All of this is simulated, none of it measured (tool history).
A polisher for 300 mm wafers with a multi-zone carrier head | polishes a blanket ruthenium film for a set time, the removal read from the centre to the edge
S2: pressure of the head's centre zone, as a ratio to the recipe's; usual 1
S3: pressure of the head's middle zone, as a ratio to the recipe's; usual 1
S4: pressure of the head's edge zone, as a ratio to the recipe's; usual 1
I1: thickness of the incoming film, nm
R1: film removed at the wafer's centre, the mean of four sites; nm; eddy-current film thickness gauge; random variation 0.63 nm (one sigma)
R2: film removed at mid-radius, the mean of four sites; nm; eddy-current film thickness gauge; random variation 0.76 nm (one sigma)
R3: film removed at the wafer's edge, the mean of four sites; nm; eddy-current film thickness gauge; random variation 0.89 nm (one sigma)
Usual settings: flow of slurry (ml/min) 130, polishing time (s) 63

{"run": 1, "day": 0.0, "flow of slurry (ml/min)": 130, "S2": 0.91, "S3": 1, "S4": 1, "polishing time (s)": 63, "I1": 538.9, "R1": 52.2, "R2": 61.3, "R3": 59.1}
{"day": 0.221, "done": "worn pad replaced by a new one"}
{"run": 2, "day": 0.538, "flow of slurry (ml/min)": 130, "S2": 1, "S3": 1, "S4": 1, "polishing time (s)": 47, "I1": 528.7, "R1": 42.5, "R2": 44.2, "R3": 45.6}
{"run": 3, "day": 1.088, "flow of slurry (ml/min)": 130, "S2": 1, "S3": 1, "S4": 1, "polishing time (s)": 47, "I1": 527.9, "R1": 43.6, "R2": 45.4, "R3": 43.8}
{"run": 4, "day": 1.433, "flow of slurry (ml/min)": 130, "S2": 1, "S3": 1, "S4": 1, "polishing time (s)": 47, "I1": 529.3, "R1": 42.9, "R2": 43.9, "R3": 44.5}
{"run": 5, "day": 1.733, "flow of slurry (ml/min)": 130, "S2": 1, "S3": 1, "S4": 1, "polishing time (s)": 63, "I1": 528.4, "R1": 58.4, "R2": 61.3, "R3": 61.4}
{"run": 6, "day": 2.433, "flow of slurry (ml/min)": 130, "S2": 1, "S3": 1, "S4": 1, "polishing time (s)": 63, "I1": 526.9, "R1": 59.3, "R2": 59.8, "R3": 61.1}
{"run": 7, "day": 2.771, "flow of slurry (ml/min)": 130, "S2": 1, "S3": 1, "S4": 1, "polishing time (s)": 63, "I1": 536.8, "R1": 58.4, "R2": 59.8, "R3": 60.2}
{"run": 8, "day": 3.288, "flow of slurry (ml/min)": 130, "S2": 1, "S3": 1.04, "S4": 1, "polishing time (s)": 63, "I1": 527.6, "R1": 58.2, "R2": 61.6, "R3": 60.9}
{"day": 3.45, "done": "edge zone pressure recalibrated"}
{"run": 9, "day": 3.854, "flow of slurry (ml/min)": 130, "S2": 1, "S3": 1.04, "S4": 1, "polishing time (s)": 63, "I1": 533.9, "R1": 58, "R2": 62.4, "R3": 61.7}
{"day": 3.942, "done": "slurry nozzle cleaned"}
{"run": 10, "day": 4.146, "flow of slurry (ml/min)": 130, "S2": 1, "S3": 1, "S4": 1, "polishing time (s)": 63, "I1": 529.2, "R1": 57.7, "R2": 59.3, "R3": 59.8}
{"day": 4.475, "done": "centre zone pressure recalibrated"}
{"run": 11, "day": 4.496, "flow of slurry (ml/min)": 130, "S2": 1, "S3": 1, "S4": 1, "polishing time (s)": 63, "I1": 528.9, "R1": 58.3, "R2": 61.1, "R3": 60.4}
{"run": 12, "day": 5.042, "flow of slurry (ml/min)": 130, "S2": 1, "S3": 1, "S4": 1, "polishing time (s)": 63, "I1": 530.7, "R1": 57.2, "R2": 60.2, "R3": 58.7}
{"run": 13, "day": 5.425, "flow of slurry (ml/min)": 130, "S2": 1, "S3": 1, "S4": 1, "polishing time (s)": 63, "I1": 536.6, "R1": 58.2, "R2": 62, "R3": 59.9}
{"run": 14, "day": 5.717, "flow of slurry (ml/min)": 155, "S2": 1, "S3": 0.93, "S4": 1, "polishing time (s)": 63, "I1": 530.1, "R1": 61, "R2": 58.8, "R3": 62.6}
{"run": 15, "day": 5.971, "flow of slurry (ml/min)": 170, "S2": 1, "S3": 1, "S4": 1, "polishing time (s)": 63, "I1": 524.3, "R1": 62.1, "R2": 63.5, "R3": 61.7}
{"day": 6.417, "done": "worn pad replaced by a new one"}
{"run": 16, "day": 6.612, "flow of slurry (ml/min)": 130, "S2": 1, "S3": 1, "S4": 1, "polishing time (s)": 63, "I1": 529.4, "R1": 58.6, "R2": 60.8, "R3": 60.5}
{"day": 7.033, "done": "carrier head's membrane replaced by a new one"}
{"run": 17, "day": 7.054, "flow of slurry (ml/min)": 130, "S2": 1, "S3": 1, "S4": 0.94, "polishing time (s)": 54, "I1": 529.7, "R1": 50.9, "R2": 51.5, "R3": 50}
{"run": 18, "day": 7.567, "flow of slurry (ml/min)": 145, "S2": 1, "S3": 1, "S4": 1, "polishing time (s)": 63, "I1": 532.4, "R1": 59.9, "R2": 62.4, "R3": 61.7}
{"run": 19, "day": 8.158, "flow of slurry (ml/min)": 130, "S2": 1, "S3": 1, "S4": 1, "polishing time (s)": 63, "I1": 523.9, "R1": 57.5, "R2": 60.9, "R3": 61.3}
{"run": 20, "day": 8.725, "flow of slurry (ml/min)": 130, "S2": 1.06, "S3": 1, "S4": 1, "polishing time (s)": 54, "I1": 537.4, "R1": 53, "R2": 51.9, "R3": 51.3}
{"run": 21, "day": 9.212, "flow of slurry (ml/min)": 155, "S2": 1, "S3": 0.9, "S4": 1.1, "polishing time (s)": 63, "I1": 536.1, "R1": 58.9, "R2": 58.1, "R3": 65.1}
{"run": 22, "day": 9.75, "flow of slurry (ml/min)": 130, "S2": 1.07, "S3": 1, "S4": 1, "polishing time (s)": 48, "I1": 530.6, "R1": 47.2, "R2": 45.7, "R3": 47.6}
{"run": 23, "day": 10.288, "flow of slurry (ml/min)": 130, "S2": 0.89, "S3": 1, "S4": 1, "polishing time (s)": 47, "I1": 523.1, "R1": 38.8, "R2": 44.2, "R3": 45.2}

4 ways to go on from here, each from the tool as it stands after run 23. What would each give?
{"run": "A", "day": 10.304, "flow of slurry (ml/min)": 130, "S2": 1, "S3": 1, "S4": 1, "polishing time (s)": 63, "I1": 533.9, "R1": "?", "R2": "?", "R3": "?"}
{"run": "B", "day": 10.304, "flow of slurry (ml/min)": 130, "S2": 1, "S3": 0.93, "S4": 1, "polishing time (s)": 63, "I1": 533.9, "R1": "?", "R2": "?", "R3": "?"}
{"run": "C", "day": 10.304, "flow of slurry (ml/min)": 130, "S2": 1, "S3": 1, "S4": 1.04, "polishing time (s)": 51, "I1": 533.9, "R1": "?", "R2": "?", "R3": "?"}
{"run": "D", "day": 10.304, "flow of slurry (ml/min)": 130, "S2": 0.93, "S3": 1, "S4": 0.9, "polishing time (s)": 71, "I1": 533.9, "R1": "?", "R2": "?", "R3": "?"}

run=A R1=57.7 R2=61.1 R3=60.3
run=B R1=57.6 R2=57.5 R3=60.3
run=C R1=46.7 R2=49.5 R3=49.7
run=D R1=60.4 R2=68.9 R3=64.6
Without the tool's hidden state the same runs would have given:
run=A R1=57.7 R2=61.1 R3=60.3
run=B R1=57.6 R2=57.5 R3=60.3
run=C R1=46.7 R2=49.5 R3=49.7
run=D R1=60.4 R2=68.9 R3=64.6
